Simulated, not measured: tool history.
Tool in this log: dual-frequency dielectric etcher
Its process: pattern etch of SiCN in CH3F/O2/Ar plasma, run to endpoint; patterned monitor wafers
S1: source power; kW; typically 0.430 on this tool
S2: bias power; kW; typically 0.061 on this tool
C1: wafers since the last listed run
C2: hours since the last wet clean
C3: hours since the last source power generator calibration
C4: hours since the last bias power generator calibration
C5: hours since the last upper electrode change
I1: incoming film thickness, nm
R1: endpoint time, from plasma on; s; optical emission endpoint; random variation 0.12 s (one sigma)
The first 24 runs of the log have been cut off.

Run 25, day 50.075: usual settings but S2 0.071 kW; C1 631; C2 136.9; C3 424.4; C4 961.6; C5 768.3; I1 9.81. Result: R1 24.5 s.
Run 26, day 51.246: usual settings but S2 0.052 kW; C1 360; C2 165.0; C3 452.5; C4 989.7; C5 796.4; I1 9.86. Result: R1 29.0 s.
Run 27, day 53.808: usual settings but S1 0.470 kW; C1 788; C2 226.5; C3 514.0; C4 1051.2; C5 857.9; I1 9.71. Result: R1 25.3 s.
Run 28, day 55.362: usual settings but S1 0.320 kW, S2 0.074 kW; C1 478; C2 263.8; C3 551.3; C4 1088.5; C5 895.2; I1 9.78. Result: R1 28.6 s.
Run 29, day 57.638: usual settings but S1 0.400 kW, S2 0.068 kW; C1 699; C2 318.4; C3 605.9; C4 1143.1; C5 949.8; I1 9.75. Result: R1 26.2 s.
Run 30, day 59.738: usual settings but S1 0.530 kW, S2 0.066 kW; C1 645; C2 368.8; C3 656.3; C4 1193.5; C5 1000.2; I1 9.79. Result: R1 23.2 s.
Run 31, day 61.642: usual settings but S1 0.340 kW, S2 0.065 kW; C1 585; C2 414.5; C3 702.0; C4 1239.2; C5 1045.9; I1 9.72. Result: R1 29.6 s.
Run 32, day 63.129: usual settings; C1 457; C2 450.2; C3 737.7; C4 1274.9; C5 1081.6; I1 9.83. Result: R1 27.2 s.
At day 65.650: wet clean of the chamber.
Run 33, day 65.671: usual settings; C1 474; C2 0.5; C3 798.7; C4 1335.9; C5 1142.6; I1 9.77. Result: R1 25.8 s.
Run 34, day 66.021: usual settings but S1 0.500 kW, S2 0.052 kW; C1 107; C2 8.9; C3 807.1; C4 1344.3; C5 1151.0; I1 9.69. Result: R1 25.8 s.
Run 35, day 68.471: usual settings but S1 0.470 kW; C1 753; C2 67.7; C3 865.9; C4 1403.1; C5 1209.8; I1 9.74. Result: R1 24.6 s.
Run 36, day 70.292: usual settings but S1 0.460 kW, S2 0.056 kW; C1 560; C2 111.4; C3 909.6; C4 1446.8; C5 1253.5; I1 9.78. Result: R1 26.3 s.

Consider 3 possible next runs. They are alternatives, not a sequence: every one starts from the tool as it was left by run 36. What does each give?
Run A, day 70.308: usual settings but S2 0.046 kW; C1 5; C2 111.8; C3 910.0; C4 1447.2; C5 1253.9; I1 9.71. Result: R1 ?.
Run B, day 70.308: usual settings but S2 0.074 kW; C1 5; C2 111.8; C3 910.0; C4 1447.2; C5 1253.9; I1 9.71. Result: R1 ?.
Run C, day 70.308: usual settings but S1 0.390 kW, S2 0.051 kW; C1 5; C2 111.8; C3 910.0; C4 1447.2; C5 1253.9; I1 9.71. Result: R1 ?.

run    R1
  A  30.0
  B  23.7
  C  30.0
What these runs would have given with no unlogged condition in the tool:
run    R1
  A  30.2
  B  23.9
  C  30.2
